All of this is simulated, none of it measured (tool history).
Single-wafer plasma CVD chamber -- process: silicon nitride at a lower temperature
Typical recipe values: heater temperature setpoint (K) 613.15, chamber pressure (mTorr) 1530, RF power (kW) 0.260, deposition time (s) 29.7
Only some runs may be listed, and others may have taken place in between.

run,hour,heater temperature setpoint (K),chamber pressure (mTorr),RF power (kW),deposition time (s),wafers since the last listed run,hours since the last thermocouple change,hours since the last RF generator calibration,hours since the last manometer calibration,hours since the showerhead was replaced,hours since the gauge calibration,"read-back reference wafer on the same gauge, thickness_nm",mean film thickness on the monitor wafer (nm)
1,0.0,607.15,1530,0.260,29.7,0,359.8,514.8,2331.0,188.0,582.9,33.517,30.567
2,34.9,607.15,1530,0.260,29.7,646,394.7,549.7,2365.9,222.9,617.8,33.513,31.143
3,88.6,607.15,1530,0.260,29.7,995,448.4,603.4,2419.6,276.6,671.5,33.453,30.807
4,130.8,613.15,1530,0.260,29.7,782,490.6,645.6,2461.8,318.8,713.7,33.475,30.710
5,182.2,613.15,1530,0.260,29.7,952,542.0,697.0,2513.2,370.2,765.1,33.511,30.457
6,251.4,600.15,1530,0.290,29.7,1282,611.2,766.2,2582.4,439.4,834.3,33.506,32.614
7,287.5,613.15,1530,0.275,29.7,669,647.3,802.3,2618.5,475.5,870.4,33.476,31.219
8,316.4,613.15,1530,0.310,29.7,535,676.2,831.2,2647.4,504.4,899.3,33.492,33.296
9,348.4,613.15,1530,0.260,29.7,593,708.2,863.2,2679.4,536.4,931.3,33.482,30.369
10,391.2,619.15,1340,0.210,35.4,793,751.0,906.0,2722.2,579.2,974.1,33.482,31.059
11,433.9,613.15,1530,0.260,29.7,791,793.7,948.7,2764.9,621.9,1016.8,33.528,30.238
12,477.3,627.15,1240,0.260,35.1,804,837.1,992.1,2808.3,665.3,1060.2,33.514,33.759
13,522.0,613.15,1530,0.260,29.7,828,881.8,1036.8,2853.0,710.0,1104.9,33.490,30.357
14,575.2,613.15,1730,0.260,29.7,985,935.0,1090.0,2906.2,763.2,1158.1,33.521,30.852
15,610.8,619.15,1530,0.240,32.7,659,970.6,1125.6,2941.8,798.8,1193.7,33.491,31.558
# hour 667.0: capacitance manometer re-zeroed and calibrated
16,667.5,613.15,1240,0.260,29.7,902,1027.3,1182.3,0.5,855.5,1250.4,33.523,28.518
# hour 758.5: RF generator calibrated
17,759.0,613.15,1530,0.260,29.7,1547,1118.8,0.5,92.0,947.0,1341.9,33.496,30.906
18,820.3,613.15,1530,0.295,29.7,1136,1180.1,61.8,153.3,1008.3,1403.2,33.462,33.439
19,845.1,620.15,1530,0.240,29.7,459,1204.9,86.6,178.1,1033.1,1428.0,33.491,29.509
# hour 873.6: gauge calibrated
20,915.0,621.15,1730,0.260,31.6,1295,1274.8,156.5,248.0,1103.0,41.4,33.448,33.999
21,939.5,613.15,1530,0.260,26.7,454,1299.3,181.0,272.5,1127.5,65.9,33.497,27.820
22,997.7,600.15,1530,0.260,34.1,1078,1357.5,239.2,330.7,1185.7,124.1,33.480,35.333
23,1059.3,604.15,1180,0.220,23.9,1141,1419.1,300.8,392.3,1247.3,185.7,33.528,21.551
24,1173.9,613.15,1160,0.280,28.0,2123,1533.7,415.4,506.9,1361.9,300.3,33.488,28.199
25,1228.2,617.15,1320,0.260,29.7,1006,1588.0,469.7,561.2,1416.2,354.6,33.527,29.667
26,1286.6,623.15,1530,0.260,32.6,1082,1646.4,528.1,619.6,1474.6,413.0,33.533,33.626
27,1357.5,613.15,1180,0.260,35.5,1314,1717.3,599.0,690.5,1545.5,483.9,33.516,34.583
28,1426.4,613.15,1760,0.230,29.7,1276,1786.2,667.9,759.4,1614.4,552.8,33.497,29.509

Forecast each of these 5 alternatives for the next run:
A,1426.8,613.15,1400,0.260,29.7,7,1786.6,668.3,759.8,1614.8,553.2,?,?
B,1426.8,613.15,1670,0.290,35.4,7,1786.6,668.3,759.8,1614.8,553.2,?,?
C,1426.8,628.15,1360,0.295,24.3,7,1786.6,668.3,759.8,1614.8,553.2,?,?
D,1426.8,613.15,1530,0.215,29.7,7,1786.6,668.3,759.8,1614.8,553.2,?,?
E,1426.8,609.15,1340,0.260,29.7,7,1786.6,668.3,759.8,1614.8,553.2,?,?

run,"read-back reference wafer on the same gauge, thickness_nm",mean film thickness on the monitor wafer (nm)
A,33.503,29.872
B,33.503,39.369
C,33.503,25.839
D,33.503,27.560
E,33.503,29.616
With the hidden condition removed and each run's random variation left untouched, the same runs would have given:
run,mean film thickness on the monitor wafer (nm)
A,30.591
B,40.282
C,26.438
D,28.256
E,30.328
